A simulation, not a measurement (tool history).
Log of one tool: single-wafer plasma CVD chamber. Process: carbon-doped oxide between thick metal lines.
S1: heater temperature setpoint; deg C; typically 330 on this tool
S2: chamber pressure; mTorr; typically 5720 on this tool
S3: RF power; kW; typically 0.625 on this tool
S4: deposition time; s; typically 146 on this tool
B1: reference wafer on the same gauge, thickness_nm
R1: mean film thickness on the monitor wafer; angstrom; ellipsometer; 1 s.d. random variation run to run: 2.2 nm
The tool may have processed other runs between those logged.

run	hour	S1	S2	S3	S4	B1	R1
1	0.0	337	5720	0.695	146	915.438	10317.21
2	42.0	337	5720	0.695	146	915.548	10295.08
3	84.6	330	5720	0.625	146	914.615	9538.66
4	135.6	330	5720	0.625	146	916.067	9567.18
5	186.5	330	5720	0.625	146	914.437	9512.96
6	252.2	330	5720	0.595	129	915.210	8013.59
7	319.9	330	5720	0.595	129	915.286	8001.27
8	384.8	330	5720	0.595	129	914.745	7988.78
9	475.1	330	5720	0.625	146	914.790	9499.56
10	542.9	330	5720	0.625	146	915.039	9422.93
11	629.4	330	5720	0.625	146	915.721	9422.93
12	693.5	330	5720	0.625	146	915.883	9442.19
13	779.7	330	4340	0.625	171	914.908	10427.49
14	841.7	325	4300	0.690	146	914.974	9881.36
15	892.0	330	5720	0.625	146	914.427	9311.67
16	981.0	315	5720	0.625	146	914.958	9830.23
17	1056.5	316	6400	0.625	169	915.011	11668.54
18	1097.4	330	5720	0.625	146	914.813	9521.93
19	1198.4	330	6130	0.585	146	913.851	9024.04
20	1235.8	330	5070	0.625	146	914.942	9353.66
21	1330.9	330	5720	0.625	146	914.676	9496.57
22	1424.6	341	6480	0.545	173	915.059	9628.67

Between the runs listed above, the log contained 7 entries, not reproduced here. Where in the sequence does each belong, and how does what the log doesn't record of the tool's condition differ from the listed run before to the listed run after?
Between runs 9 and 10: thermocouple changed; heater temperature recalibrated (hour 518.9)
  delivered RF power above the setpoint (%): -0.825 -> -0.949
  measured result minus the result with no hidden state, R1: -76.80 -> -87.78 angstrom
Between runs 10 and 11: gauge calibrated (hour 625.5)
  delivered RF power above the setpoint (%): -0.949 -> -1.12
  measured result minus the result with no hidden state, R1: -87.78 -> -103.97 angstrom
Between runs 11 and 12: showerhead replaced (hour 683.7)
  delivered RF power above the setpoint (%): -1.12 -> -1.26
  measured result minus the result with no hidden state, R1: -103.97 -> -117.22 angstrom
Between runs 12 and 13: RF generator calibrated (hour 703.5); capacitance manometer re-zeroed and calibrated (hour 754.4)
  delivered RF power above the setpoint (%): -1.26 -> -2.51
  measured result minus the result with no hidden state, R1: -117.22 -> -262.51 angstrom
Between runs 16 and 17: RF generator calibrated, repeated, since the last time left the tool worse (hour 1053.5)
  delivered RF power above the setpoint (%): -2.59 -> -0.119
  measured result minus the result with no hidden state, R1: -255.20 -> -13.44 angstrom
Between runs 21 and 22: gauge calibrated (hour 1424.0)
  delivered RF power above the setpoint (%): -0.2 -> -0.265
  measured result minus the result with no hidden state, R1: -18.51 -> -26.19 angstrom
